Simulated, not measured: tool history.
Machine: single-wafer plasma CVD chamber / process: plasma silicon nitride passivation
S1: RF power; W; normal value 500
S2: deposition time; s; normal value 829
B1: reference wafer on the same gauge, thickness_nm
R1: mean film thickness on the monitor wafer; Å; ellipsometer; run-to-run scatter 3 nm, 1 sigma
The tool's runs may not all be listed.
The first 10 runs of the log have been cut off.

-- day=13.238 gauge calibrated
run 11 day=13.450 | S1=500 S2=829 | B1=1310.809 | R1=11384.34
run 12 day=14.021 | S1=500 S2=829 | B1=1309.825 | R1=11410.02
-- day=14.921 showerhead replaced
run 13 day=14.942 | S1=500 S2=785 | B1=1310.624 | R1=10786.86
run 14 day=15.525 | S1=500 S2=785 | B1=1309.816 | R1=10763.12
run 15 day=16.475 | S1=500 S2=829 | B1=1310.169 | R1=11432.31
run 16 day=17.904 | S1=500 S2=829 | B1=1309.628 | R1=11377.40
run 17 day=18.683 | S1=500 S2=756 | B1=1310.796 | R1=10427.13
run 18 day=19.583 | S1=500 S2=829 | B1=1309.643 | R1=11360.35
run 19 day=20.638 | S1=500 S2=829 | B1=1310.306 | R1=11382.02
-- day=21.867 RF generator calibrated
run 20 day=24.654 | S1=500 S2=829 | B1=1309.214 | R1=11613.52
run 21 day=26.017 | S1=560 S2=874 | B1=1311.003 | R1=12625.60
run 22 day=27.179 | S1=405 S2=965 | B1=1309.719 | R1=12703.76
run 23 day=28.012 | S1=575 S2=943 | B1=1309.911 | R1=13721.44
run 24 day=29.396 | S1=525 S2=829 | B1=1309.742 | R1=11689.35
run 25 day=30.288 | S1=540 S2=923 | B1=1309.439 | R1=13186.61
run 26 day=30.938 | S1=500 S2=829 | B1=1311.321 | R1=11509.77
run 27 day=32.142 | S1=545 S2=883 | B1=1310.712 | R1=12549.76
run 28 day=32.967 | S1=595 S2=737 | B1=1308.617 | R1=10795.12
run 29 day=33.496 | S1=410 S2=918 | B1=1309.852 | R1=12052.35
run 30 day=34.733 | S1=500 S2=829 | B1=1308.960 | R1=11525.23
run 31 day=35.696 | S1=500 S2=718 | B1=1310.449 | R1=9967.41
run 32 day=36.929 | S1=445 S2=978 | B1=1310.079 | R1=13190.62

What if the next run were any one of these 4? Each begins from the tool's condition after run 32:
run A day=36.954 | S1=545 S2=829 | B1=? | R1=?
run B day=36.954 | S1=560 S2=885 | B1=? | R1=?
run C day=36.954 | S1=405 S2=931 | B1=? | R1=?
run D day=36.954 | S1=545 S2=750 | B1=? | R1=?

run=A B1=1309.312 R1=11730.66
run=B B1=1309.312 R1=12619.86
run=C B1=1309.312 R1=12120.39
run=D B1=1309.312 R1=10612.78
Without the tool's hidden state the same runs would have given:
run=A R1=11892.20
run=B R1=12793.64
run=C R1=12287.31
run=D R1=10758.93

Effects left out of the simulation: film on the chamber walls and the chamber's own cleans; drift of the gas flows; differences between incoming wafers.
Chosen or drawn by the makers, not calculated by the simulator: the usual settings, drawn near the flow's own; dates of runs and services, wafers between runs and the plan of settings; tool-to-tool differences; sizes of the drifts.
